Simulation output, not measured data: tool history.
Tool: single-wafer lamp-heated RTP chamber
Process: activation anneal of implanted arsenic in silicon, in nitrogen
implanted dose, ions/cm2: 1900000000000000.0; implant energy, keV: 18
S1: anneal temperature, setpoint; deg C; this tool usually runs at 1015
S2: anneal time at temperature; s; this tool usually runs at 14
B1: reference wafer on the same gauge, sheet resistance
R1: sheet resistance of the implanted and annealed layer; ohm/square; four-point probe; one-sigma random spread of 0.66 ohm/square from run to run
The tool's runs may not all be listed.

run 1 day=0 | S1=996 S2=8 | B1=117.16 | R1=137.47
run 2 day=0.508 | S1=1001 S2=14 | B1=117.04 | R1=122.84
run 3 day=0.833 | S1=1015 S2=14 | B1=117.12 | R1=115.03
run 4 day=1.138 | S1=1015 S2=14 | B1=117.25 | R1=115.67
run 5 day=1.604 | S1=1015 S2=14 | B1=116.96 | R1=115.23
-- day=2.154 pyrometer window cleaned and pyrometer calibrated
run 6 day=2.175 | S1=1015 S2=14 | B1=117.01 | R1=122.18
run 7 day=2.583 | S1=1015 S2=14 | B1=116.99 | R1=122.85
run 8 day=2.938 | S1=1015 S2=14 | B1=117.14 | R1=121.6
run 9 day=3.596 | S1=1015 S2=14 | B1=116.96 | R1=120.48
-- day=3.608 gauge calibrated
run 10 day=5.442 | S1=1015 S2=14 | B1=116.89 | R1=118.25
run 11 day=6.188 | S1=995 S2=14 | B1=116.97 | R1=129.15
run 12 day=6.512 | S1=1015 S2=14 | B1=116.73 | R1=117.67
-- day=7.112 reflector plate cleaned
run 13 day=7.133 | S1=1015 S2=14 | B1=116.83 | R1=115.54
-- day=8.317 pyrometer window cleaned and pyrometer calibrated
run 14 day=8.554 | S1=1015 S2=10 | B1=117.19 | R1=127.98
run 15 day=9.217 | S1=1002 S2=14 | B1=117.01 | R1=128.26
run 16 day=9.546 | S1=1015 S2=14 | B1=117.15 | R1=119.45
run 17 day=11.146 | S1=1041 S2=10 | B1=117.17 | R1=110.04
run 18 day=11.542 | S1=1015 S2=10 | B1=117.14 | R1=124.04
run 19 day=11.975 | S1=993 S2=17 | B1=116.98 | R1=126.52
run 20 day=13.746 | S1=1015 S2=8 | B1=116.94 | R1=126.05
-- day=13.8 gauge calibrated
run 21 day=14.15 | S1=988 S2=6 | B1=117.01 | R1=146.01
run 22 day=14.617 | S1=1015 S2=14 | B1=116.98 | R1=115.69
run 23 day=14.95 | S1=996 S2=14 | B1=117.06 | R1=126.38
run 24 day=15.35 | S1=999 S2=8 | B1=116.82 | R1=135.63
-- day=15.733 pyrometer window cleaned and pyrometer calibrated
run 25 day=16.542 | S1=1015 S2=14 | B1=117.13 | R1=120.05
run 26 day=16.821 | S1=1015 S2=9 | B1=117.1 | R1=127.67
run 27 day=17.429 | S1=994 S2=17 | B1=116.95 | R1=128.41
run 28 day=17.854 | S1=1026 S2=17 | B1=116.67 | R1=108.68

Below are 4 alternative next runs, each starting from the tool's condition after run 28. Predict each:
run A day=17.871 | S1=1015 S2=14 | B1=? | R1=?
run B day=17.871 | S1=1039 S2=21 | B1=? | R1=?
run C day=17.871 | S1=1015 S2=18 | B1=? | R1=?
run D day=17.871 | S1=999 S2=17 | B1=? | R1=?

run=A B1=117.04 R1=119.42
run=B B1=117.04 R1=98.39
run=C B1=117.04 R1=114.33
run=D B1=117.04 R1=125.02
Take away the tool's hidden state, keep each run's random variation, and the runs would have read:
run=A R1=124.09
run=B R1=102.47
run=C R1=119.04
run=D R1=130.01
